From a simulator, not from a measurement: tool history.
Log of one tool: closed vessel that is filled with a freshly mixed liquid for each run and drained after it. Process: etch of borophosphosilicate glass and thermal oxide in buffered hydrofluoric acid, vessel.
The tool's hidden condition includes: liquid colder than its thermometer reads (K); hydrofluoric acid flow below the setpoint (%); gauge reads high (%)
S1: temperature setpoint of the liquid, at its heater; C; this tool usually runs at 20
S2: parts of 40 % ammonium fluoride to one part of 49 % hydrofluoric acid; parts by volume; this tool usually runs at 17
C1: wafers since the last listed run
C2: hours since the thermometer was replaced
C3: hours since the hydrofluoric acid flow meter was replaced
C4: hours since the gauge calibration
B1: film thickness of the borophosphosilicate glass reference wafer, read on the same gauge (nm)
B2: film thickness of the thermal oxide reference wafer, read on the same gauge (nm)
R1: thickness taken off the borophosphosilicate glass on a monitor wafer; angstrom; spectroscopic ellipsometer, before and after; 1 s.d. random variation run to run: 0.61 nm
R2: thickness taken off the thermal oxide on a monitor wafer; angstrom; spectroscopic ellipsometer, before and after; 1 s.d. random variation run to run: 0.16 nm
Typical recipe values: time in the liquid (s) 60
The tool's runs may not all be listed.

run 1 hour=0 | S1=20 S2=14.5 time_in_the_liquid_(s)=50 | C1=0 C2=1110.7 C3=1469 C4=389.6 | B1=69.98 B2=40 | R1=821.2 R2=243.5
run 2 hour=7.5 | S1=20 S2=14.5 time_in_the_liquid_(s)=50 | C1=1011 C2=1118.2 C3=1476.5 C4=397.1 | B1=70.02 B2=40 | R1=817.8 R2=243
run 3 hour=15.5 | S1=20 S2=17 time_in_the_liquid_(s)=85 | C1=1078 C2=1126.2 C3=1484.5 C4=405.1 | B1=69.98 B2=40 | R1=1188.8 R2=351.3
run 4 hour=28.3 | S1=20 S2=17 time_in_the_liquid_(s)=85 | C1=1725 C2=1139 C3=1497.3 C4=417.9 | B1=69.96 B2=39.98 | R1=1189.2 R2=352.6
run 5 hour=42.4 | S1=17 S2=12 time_in_the_liquid_(s)=60 | C1=1901 C2=1153.1 C3=1511.4 C4=432 | B1=69.98 B2=40.01 | R1=999.8 R2=294.5
run 6 hour=58.3 | S1=17 S2=12 time_in_the_liquid_(s)=60 | C1=2143 C2=1169 C3=1527.3 C4=447.9 | B1=70 B2=40 | R1=984.8 R2=293.7
-- hour=64.7 gauge calibrated
run 7 hour=66.9 | S1=17 S2=12 time_in_the_liquid_(s)=60 | C1=1159 C2=1177.6 C3=1535.9 C4=2.2 | B1=70.01 B2=40 | R1=990.2 R2=291.4
run 8 hour=73 | S1=20 S2=17 time_in_the_liquid_(s)=60 | C1=822 C2=1183.7 C3=1542 C4=8.3 | B1=70 B2=40.01 | R1=832.1 R2=245.6
-- hour=79.4 thermometer replaced
run 9 hour=79.9 | S1=20 S2=17 time_in_the_liquid_(s)=60 | C1=795 C2=0.5 C3=1548.9 C4=15.2 | B1=70.06 B2=40.03 | R1=925.3 R2=280
run 10 hour=92.7 | S1=23 S2=17 time_in_the_liquid_(s)=60 | C1=1725 C2=13.3 C3=1561.7 C4=28 | B1=70.03 B2=40.01 | R1=1090.1 R2=327.8
run 11 hour=105.3 | S1=20 S2=17 time_in_the_liquid_(s)=60 | C1=1698 C2=25.9 C3=1574.3 C4=40.6 | B1=69.99 B2=40 | R1=923.5 R2=274.7
run 12 hour=121.4 | S1=20 S2=17 time_in_the_liquid_(s)=60 | C1=2170 C2=42 C3=1590.4 C4=56.7 | B1=70 B2=40 | R1=930.1 R2=275.2
run 13 hour=139.3 | S1=23.5 S2=24 time_in_the_liquid_(s)=30 | C1=2413 C2=59.9 C3=1608.3 C4=74.6 | B1=69.96 B2=39.97 | R1=436.9 R2=132
run 14 hour=155.7 | S1=17 S2=23 time_in_the_liquid_(s)=60 | C1=2211 C2=76.3 C3=1624.7 C4=91 | B1=70.01 B2=39.99 | R1=629.8 R2=188.8
run 15 hour=172.3 | S1=23 S2=23.5 time_in_the_liquid_(s)=50 | C1=2238 C2=92.9 C3=1641.3 C4=107.6 | B1=70.04 B2=40 | R1=716.6 R2=214.1
run 16 hour=187.4 | S1=18.5 S2=21 time_in_the_liquid_(s)=90 | C1=2036 C2=108 C3=1656.4 C4=122.7 | B1=70.02 B2=40.03 | R1=1093.6 R2=324.2
run 17 hour=194.6 | S1=23 S2=17 time_in_the_liquid_(s)=95 | C1=970 C2=115.2 C3=1663.6 C4=129.9 | B1=69.97 B2=40.01 | R1=1700.5 R2=511.7
-- hour=199.7 hydrofluoric acid flow meter replaced
run 18 hour=242.5 | S1=20 S2=23.5 time_in_the_liquid_(s)=60 | C1=6323 C2=163.1 C3=42.8 C4=177.8 | B1=70.02 B2=40 | R1=810.5 R2=241
run 19 hour=251 | S1=20 S2=17 time_in_the_liquid_(s)=60 | C1=1146 C2=171.6 C3=51.3 C4=186.3 | B1=69.99 B2=39.98 | R1=1052.3 R2=315.7
run 20 hour=262.3 | S1=20 S2=19 time_in_the_liquid_(s)=35 | C1=1523 C2=182.9 C3=62.6 C4=197.6 | B1=70.04 B2=39.99 | R1=553.7 R2=165.1
run 21 hour=271.7 | S1=20 S2=17 time_in_the_liquid_(s)=60 | C1=1267 C2=192.3 C3=72 C4=207 | B1=70 B2=40.02 | R1=1047.6 R2=315.7
run 22 hour=279.1 | S1=20 S2=12 time_in_the_liquid_(s)=60 | C1=997 C2=199.7 C3=79.4 C4=214.4 | B1=70.03 B2=39.99 | R1=1485.8 R2=442.9
run 23 hour=287.5 | S1=23.5 S2=17 time_in_the_liquid_(s)=60 | C1=1132 C2=208.1 C3=87.8 C4=222.8 | B1=70 B2=40.01 | R1=1267.9 R2=381.5
run 24 hour=315.6 | S1=17 S2=14.5 time_in_the_liquid_(s)=75 | C1=3788 C2=236.2 C3=115.9 C4=250.9 | B1=70.01 B2=39.99 | R1=1290.1 R2=381
run 25 hour=326.1 | S1=20 S2=17 time_in_the_liquid_(s)=60 | C1=1415 C2=246.7 C3=126.4 C4=261.4 | B1=70.04 B2=40 | R1=1046.9 R2=312.4
run 26 hour=332.5 | S1=17.5 S2=24 time_in_the_liquid_(s)=60 | C1=862 C2=253.1 C3=132.8 C4=267.8 | B1=70.02 B2=39.98 | R1=687.4 R2=204.6

Predict each of these 3 candidate next runs independently; none follows another, all start after run 26:
run A hour=333.2 | S1=20 S2=17 time_in_the_liquid_(s)=60 | C1=94 C2=253.8 C3=133.5 C4=268.5 | B1=? B2=? | R1=? R2=?
run B hour=333.2 | S1=17 S2=22 time_in_the_liquid_(s)=60 | C1=94 C2=253.8 C3=133.5 C4=268.5 | B1=? B2=? | R1=? R2=?
run C hour=333.2 | S1=18.5 S2=19 time_in_the_liquid_(s)=85 | C1=94 C2=253.8 C3=133.5 C4=268.5 | B1=? B2=? | R1=? R2=?

run=A B1=70.03 B2=40 R1=1036.8 R2=314.8
run=B B1=70.03 B2=40 R1=702.6 R2=213.1
run=C B1=70.03 B2=40 R1=1209.6 R2=367.1
Stripped of hidden state, with their random variation kept, the same runs would have yielded:
run=A R1=1086.8 R2=330.1
run=B R1=731.8 R2=222
run=C R1=1268.2 R2=385

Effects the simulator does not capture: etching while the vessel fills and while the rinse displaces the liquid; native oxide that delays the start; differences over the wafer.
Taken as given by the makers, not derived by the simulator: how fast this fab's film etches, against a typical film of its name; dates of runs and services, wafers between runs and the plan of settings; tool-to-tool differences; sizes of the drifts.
